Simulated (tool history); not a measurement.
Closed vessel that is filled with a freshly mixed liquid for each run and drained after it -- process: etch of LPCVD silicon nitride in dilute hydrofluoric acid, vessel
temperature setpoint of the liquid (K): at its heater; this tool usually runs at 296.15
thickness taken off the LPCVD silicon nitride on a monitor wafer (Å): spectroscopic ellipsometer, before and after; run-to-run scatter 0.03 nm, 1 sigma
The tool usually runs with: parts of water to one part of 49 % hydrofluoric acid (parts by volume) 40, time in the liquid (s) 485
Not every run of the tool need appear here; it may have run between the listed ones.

| run | hour | temperature setpoint of the liquid (K) | parts of water to one part of 49 % hydrofluoric acid (parts by volume) | time in the liquid (s) | read-back film thickness of the LPCVD silicon nitride reference wafer, read on the same gauge (nm) | thickness taken off the LPCVD silicon nitride on a monitor wafer (Å) |
|---|---|---|---|---|---|---|
| 1 | 0 | 296.15 | 40 | 485 | 149.99 | 47.1 |
| 2 | 27.3 | 296.15 | 40 | 485 | 150.01 | 47.3 |
| 3 | 45.4 | 296.15 | 40 | 485 | 150.01 | 47.2 |
| 4 | 66.8 | 296.15 | 25 | 485 | 150 | 74 |
| 5 | 94.2 | 296.15 | 25 | 485 | 150.03 | 73.9 |
| 6 | 128 | 296.15 | 25 | 485 | 149.99 | 73.3 |
|  | 156.9 | hydrofluoric acid flow meter replaced |
|  | 183.7 | gauge calibrated |
|  | 198.3 | thermometer replaced |
| 7 | 213.2 | 296.15 | 40 | 485 | 149.99 | 53.2 |
| 8 | 243.8 | 296.15 | 50 | 295 | 150.01 | 26.1 |
| 9 | 258 | 292.15 | 40 | 485 | 150.01 | 40.4 |
| 10 | 285.4 | 296.15 | 40 | 485 | 150.02 | 53.2 |
| 11 | 318.3 | 296.15 | 40 | 485 | 150 | 52.4 |
| 12 | 343.5 | 292.65 | 40 | 485 | 150.01 | 41.5 |
| 13 | 359.7 | 296.15 | 40 | 335 | 149.98 | 37 |
| 14 | 372.2 | 292.15 | 35 | 485 | 150.01 | 45 |
| 15 | 389 | 296.15 | 40 | 735 | 150.02 | 80.1 |

Alternative continuations, all from the tool just after run 15; predict every row:
| A | 389.8 | 296.15 | 55 | 485 | ? | ? |
| B | 389.8 | 299.65 | 50 | 710 | ? | ? |
| C | 389.8 | 298.15 | 35 | 295 | ? | ? |
| D | 389.8 | 296.15 | 40 | 255 | ? | ? |

| run | read-back film thickness of the LPCVD silicon nitride reference wafer, read on the same gauge (nm) | thickness taken off the LPCVD silicon nitride on a monitor wafer (Å) |
|---|---|---|
| A | 150.01 | 39 |
| B | 150.01 | 79.3 |
| C | 150.01 | 42.2 |
| D | 150.01 | 27.9 |
Without the tool's hidden state the same runs would have given:
| run | thickness taken off the LPCVD silicon nitride on a monitor wafer (Å) |
|---|---|
| A | 40.7 |
| B | 82.8 |
| C | 44.1 |
| D | 29.2 |
